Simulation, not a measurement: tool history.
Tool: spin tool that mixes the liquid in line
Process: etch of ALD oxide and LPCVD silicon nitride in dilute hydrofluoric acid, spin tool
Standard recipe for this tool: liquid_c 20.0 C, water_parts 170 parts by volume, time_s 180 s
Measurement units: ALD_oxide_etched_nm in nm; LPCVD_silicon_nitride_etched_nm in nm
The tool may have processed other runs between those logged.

| run | hour | liquid_c | water_parts | time_s | read-back film thickness of the ALD oxide reference wafer, read on the same gauge (nm) | read-back film thickness of the LPCVD silicon nitride reference wafer, read on the same gauge (nm) | ALD_oxide_etched_nm | LPCVD_silicon_nitride_etched_nm |
|---|---|---|---|---|---|---|---|---|
| 1 | 0.0 | 20.0 | 170 | 180 | 70.02 | 80.040 | 19.21 | 0.486 |
| 2 | 49.4 | 20.0 | 170 | 180 | 70.02 | 79.988 | 18.77 | 0.440 |
| 3 | 86.6 | 20.0 | 170 | 180 | 70.00 | 80.013 | 19.00 | 0.463 |
| 4 | 171.1 | 21.5 | 205 | 215 | 70.00 | 80.025 | 19.40 | 0.528 |
| 5 | 285.4 | 20.0 | 170 | 180 | 69.99 | 80.010 | 19.31 | 0.409 |
| 6 | 347.5 | 21.5 | 205 | 215 | 69.98 | 79.988 | 19.48 | 0.460 |
| 7 | 429.3 | 20.0 | 170 | 180 | 69.99 | 80.000 | 19.50 | 0.467 |
| 8 | 480.6 | 20.0 | 170 | 180 | 69.98 | 79.980 | 19.69 | 0.474 |
| 9 | 555.0 | 20.0 | 220 | 180 | 69.99 | 79.994 | 14.52 | 0.372 |
| 10 | 818.0 | 20.0 | 170 | 180 | 70.02 | 79.979 | 20.30 | 0.483 |
|  | 839.2 | hydrofluoric acid flow meter replaced |
| 11 | 922.3 | 20.0 | 170 | 180 | 70.00 | 80.017 | 18.55 | 0.502 |
| 12 | 959.9 | 20.0 | 170 | 180 | 69.99 | 80.029 | 18.38 | 0.441 |
| 13 | 1029.7 | 17.0 | 220 | 140 | 70.02 | 80.030 | 9.51 | 0.226 |
| 14 | 1130.5 | 17.0 | 215 | 265 | 70.00 | 80.058 | 18.40 | 0.469 |
| 15 | 1208.5 | 22.0 | 250 | 80 | 70.01 | 79.992 | 5.66 | 0.161 |
| 16 | 1260.4 | 25.0 | 95 | 275 | 70.02 | 79.991 | 67.67 | 1.646 |
| 17 | 1355.7 | 22.0 | 195 | 250 | 70.01 | 80.016 | 23.90 | 0.660 |
| 18 | 1457.2 | 20.0 | 240 | 115 | 69.98 | 79.988 | 8.06 | 0.240 |
| 19 | 1547.8 | 21.5 | 95 | 180 | 69.99 | 79.958 | 40.14 | 0.945 |
| 20 | 1612.0 | 18.0 | 230 | 180 | 69.97 | 79.970 | 12.54 | 0.321 |
|  | 1666.9 | thermometer replaced |
| 21 | 1667.4 | 22.5 | 170 | 180 | 70.03 | 80.056 | 19.62 | 0.545 |
| 22 | 1731.0 | 22.5 | 170 | 220 | 70.01 | 79.987 | 24.57 | 0.660 |
| 23 | 1796.6 | 23.0 | 170 | 220 | 70.00 | 80.008 | 25.33 | 0.613 |
| 24 | 1860.3 | 18.0 | 220 | 245 | 70.03 | 80.010 | 16.98 | 0.380 |
| 25 | 2115.2 | 20.0 | 170 | 180 | 69.97 | 80.008 | 18.87 | 0.476 |
| 26 | 2202.0 | 23.0 | 145 | 240 | 69.99 | 80.013 | 33.60 | 0.764 |

Branching from run 26: 4 alternative next runs. What would each branch give?
| A | 2202.5 | 20.0 | 170 | 210 | ? | ? | ? | ? |
| B | 2202.5 | 20.0 | 85 | 150 | ? | ? | ? | ? |
| C | 2202.5 | 22.5 | 220 | 265 | ? | ? | ? | ? |
| D | 2202.5 | 20.0 | 85 | 180 | ? | ? | ? | ? |

| run | read-back film thickness of the ALD oxide reference wafer, read on the same gauge (nm) | read-back film thickness of the LPCVD silicon nitride reference wafer, read on the same gauge (nm) | ALD_oxide_etched_nm | LPCVD_silicon_nitride_etched_nm |
|---|---|---|---|---|
| A | 69.99 | 80.018 | 22.27 | 0.553 |
| B | 69.99 | 80.018 | 34.72 | 0.778 |
| C | 69.99 | 80.018 | 22.75 | 0.638 |
| D | 69.99 | 80.018 | 41.67 | 0.934 |
Without the tool's unlogged condition, the same runs would have read:
| run | ALD_oxide_etched_nm | LPCVD_silicon_nitride_etched_nm |
|---|---|---|
| A | 20.14 | 0.499 |
| B | 31.52 | 0.701 |
| C | 20.54 | 0.576 |
| D | 37.83 | 0.841 |
